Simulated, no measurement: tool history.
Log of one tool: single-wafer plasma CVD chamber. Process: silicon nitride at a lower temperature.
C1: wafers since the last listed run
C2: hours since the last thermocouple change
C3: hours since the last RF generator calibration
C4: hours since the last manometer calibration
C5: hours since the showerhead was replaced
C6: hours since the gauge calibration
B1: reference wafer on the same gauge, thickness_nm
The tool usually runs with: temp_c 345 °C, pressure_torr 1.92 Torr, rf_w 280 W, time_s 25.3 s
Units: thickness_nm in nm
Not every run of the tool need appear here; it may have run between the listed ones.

Run 1, hour 0: usual settings; C1 0; C2 2120.3; C3 1149.9; C4 2349; C5 79.3; C6 493.6; B1 25.579. Result: thickness_nm 30.412 nm.
At hour 6.5: gauge calibrated.
Run 2, hour 13: usual settings; C1 276; C2 2133.3; C3 1162.9; C4 2362; C5 92.3; C6 6.5; B1 25.587. Result: thickness_nm 30.38 nm.
At hour 21.3: thermocouple changed; heater temperature recalibrated.
Run 3, hour 24.1: usual settings; C1 65; C2 2.8; C3 1174; C4 2373.1; C5 103.4; C6 17.6; B1 25.605. Result: thickness_nm 30.406 nm.
Run 4, hour 38.1: usual settings but temp_c 339 °C, rf_w 250 W; C1 297; C2 16.8; C3 1188; C4 2387.1; C5 117.4; C6 31.6; B1 25.615. Result: thickness_nm 28.663 nm.
Run 5, hour 45.5: usual settings but pressure_torr 1.53 Torr; C1 157; C2 24.2; C3 1195.4; C4 2394.5; C5 124.8; C6 39; B1 25.596. Result: thickness_nm 27.165 nm.
Run 6, hour 56.7: usual settings but pressure_torr 1.67 Torr; C1 238; C2 35.4; C3 1206.6; C4 2405.7; C5 136; C6 50.2; B1 25.578. Result: thickness_nm 28.516 nm.
Run 7, hour 67.3: usual settings; C1 225; C2 46; C3 1217.2; C4 2416.3; C5 146.6; C6 60.8; B1 25.599. Result: thickness_nm 30.543 nm.
Run 8, hour 85.3: usual settings but temp_c 339 °C, pressure_torr 2.36 Torr, rf_w 320 W, time_s 22.8 s; C1 382; C2 64; C3 1235.2; C4 2434.3; C5 164.6; C6 78.8; B1 25.588. Result: thickness_nm 31.768 nm.
At hour 101.5: capacitance manometer re-zeroed and calibrated.
Run 9, hour 102: usual settings but time_s 28 s; C1 184; C2 80.7; C3 1251.9; C4 0.5; C5 181.3; C6 95.5; B1 25.604. Result: thickness_nm 32.286 nm.
Run 10, hour 102.3: usual settings but temp_c 351 °C, pressure_torr 1.47 Torr, rf_w 265 W, time_s 29.3 s; C1 6; C2 81; C3 1252.2; C4 0.8; C5 181.6; C6 95.8; B1 25.599. Result: thickness_nm 28.322 nm.
Run 11, hour 116.7: usual settings but rf_w 265 W; C1 306; C2 95.4; C3 1266.6; C4 15.2; C5 196; C6 110.2; B1 25.591. Result: thickness_nm 28.318 nm.
Run 12, hour 130.6: usual settings but pressure_torr 1.67 Torr, rf_w 225 W; C1 295; C2 109.3; C3 1280.5; C4 29.1; C5 209.9; C6 124.1; B1 25.593. Result: thickness_nm 24.223 nm.
Run 13, hour 143.2: usual settings; C1 267; C2 121.9; C3 1293.1; C4 41.7; C5 222.5; C6 136.7; B1 25.593. Result: thickness_nm 29.275 nm.
Run 14, hour 156.8: usual settings but rf_w 240 W, time_s 29.9 s; C1 289; C2 135.5; C3 1306.7; C4 55.3; C5 236.1; C6 150.3; B1 25.622. Result: thickness_nm 31.891 nm.
Run 15, hour 199.7: usual settings but temp_c 341 °C, pressure_torr 1.57 Torr, rf_w 310 W, time_s 23.2 s; C1 911; C2 178.4; C3 1349.6; C4 98.2; C5 279; C6 193.2; B1 25.605. Result: thickness_nm 25.694 nm.
Run 16, hour 208.8: usual settings but rf_w 295 W; C1 193; C2 187.5; C3 1358.7; C4 107.3; C5 288.1; C6 202.3; B1 25.601. Result: thickness_nm 30.211 nm.
At hour 226.3: RF generator calibrated.
Run 17, hour 253.9: usual settings but rf_w 295 W; C1 788; C2 232.6; C3 27.6; C4 152.4; C5 333.2; C6 247.4; B1 25.592. Result: thickness_nm 31.402 nm.
Run 18, hour 262.6: usual settings but pressure_torr 1.78 Torr, rf_w 240 W; C1 184; C2 241.3; C3 36.3; C4 161.1; C5 341.9; C6 256.1; B1 25.598. Result: thickness_nm 26.997 nm.
Run 19, hour 278.4: usual settings but pressure_torr 1.6 Torr, rf_w 245 W; C1 335; C2 257.1; C3 52.1; C4 176.9; C5 357.7; C6 271.9; B1 25.606. Result: thickness_nm 25.776 nm.
Run 20, hour 295: usual settings but temp_c 352 °C; C1 352; C2 273.7; C3 68.7; C4 193.5; C5 374.3; C6 288.5; B1 25.591. Result: thickness_nm 30.151 nm.
Run 21, hour 305.9: usual settings but temp_c 333 °C, pressure_torr 1.48 Torr, rf_w 250 W, time_s 21.9 s; C1 231; C2 284.6; C3 79.6; C4 204.4; C5 385.2; C6 299.4; B1 25.599. Result: thickness_nm 21.613 nm.
Run 22, hour 312.3: usual settings; C1 136; C2 291; C3 86; C4 210.8; C5 391.6; C6 305.8; B1 25.605. Result: thickness_nm 30.319 nm.
Run 23, hour 321.9: usual settings but temp_c 338 °C, time_s 21.5 s; C1 204; C2 300.6; C3 95.6; C4 220.4; C5 401.2; C6 315.4; B1 25.579. Result: thickness_nm 25.875 nm.
Run 24, hour 334.7: usual settings but temp_c 332 °C; C1 272; C2 313.4; C3 108.4; C4 233.2; C5 414; C6 328.2; B1 25.599. Result: thickness_nm 30.431 nm.
Run 25, hour 341.8: usual settings but temp_c 337 °C, time_s 29.9 s; C1 150; C2 320.5; C3 115.5; C4 240.3; C5 421.1; C6 335.3; B1 25.587. Result: thickness_nm 35.749 nm.
Run 26, hour 348.9: usual settings but temp_c 359 °C; C1 150; C2 327.6; C3 122.6; C4 247.4; C5 428.2; C6 342.4; B1 25.579. Result: thickness_nm 29.984 nm.
Run 27, hour 385.7: usual settings; C1 782; C2 364.4; C3 159.4; C4 284.2; C5 465; C6 379.2; B1 25.601. Result: thickness_nm 30.13 nm.
Run 28, hour 403.4: usual settings; C1 376; C2 382.1; C3 177.1; C4 301.9; C5 482.7; C6 396.9; B1 25.594. Result: thickness_nm 30.132 nm.

Below are 5 alternative next runs, each starting from the tool's condition after run 28. Predict each:
Run A, hour 403.8: usual settings but temp_c 335 °C; C1 8; C2 382.5; C3 177.5; C4 302.3; C5 483.1; C6 397.3; B1 ?. Result: thickness_nm ?.
Run B, hour 403.8: usual settings but rf_w 330 W; C1 8; C2 382.5; C3 177.5; C4 302.3; C5 483.1; C6 397.3; B1 ?. Result: thickness_nm ?.
Run C, hour 403.8: usual settings but pressure_torr 1.5 Torr, rf_w 300 W; C1 8; C2 382.5; C3 177.5; C4 302.3; C5 483.1; C6 397.3; B1 ?. Result: thickness_nm ?.
Run D, hour 403.8: usual settings but pressure_torr 2.12 Torr, time_s 20.4 s; C1 8; C2 382.5; C3 177.5; C4 302.3; C5 483.1; C6 397.3; B1 ?. Result: thickness_nm ?.
Run E, hour 403.8: usual settings but temp_c 354 °C, pressure_torr 2.15 Torr; C1 8; C2 382.5; C3 177.5; C4 302.3; C5 483.1; C6 397.3; B1 ?. Result: thickness_nm ?.

run      B1  thickness_nm
  A  25.599        30.181
  B  25.599        32.877
  C  25.599          27.4
  D  25.599        25.279
  E  25.599        31.393
The same runs, with their run-to-run variation unchanged, on a tool lacking any hidden condition would have given:
run  thickness_nm
  A        30.792
  B        33.515
  C        27.941
  D        25.796
  E        32.035

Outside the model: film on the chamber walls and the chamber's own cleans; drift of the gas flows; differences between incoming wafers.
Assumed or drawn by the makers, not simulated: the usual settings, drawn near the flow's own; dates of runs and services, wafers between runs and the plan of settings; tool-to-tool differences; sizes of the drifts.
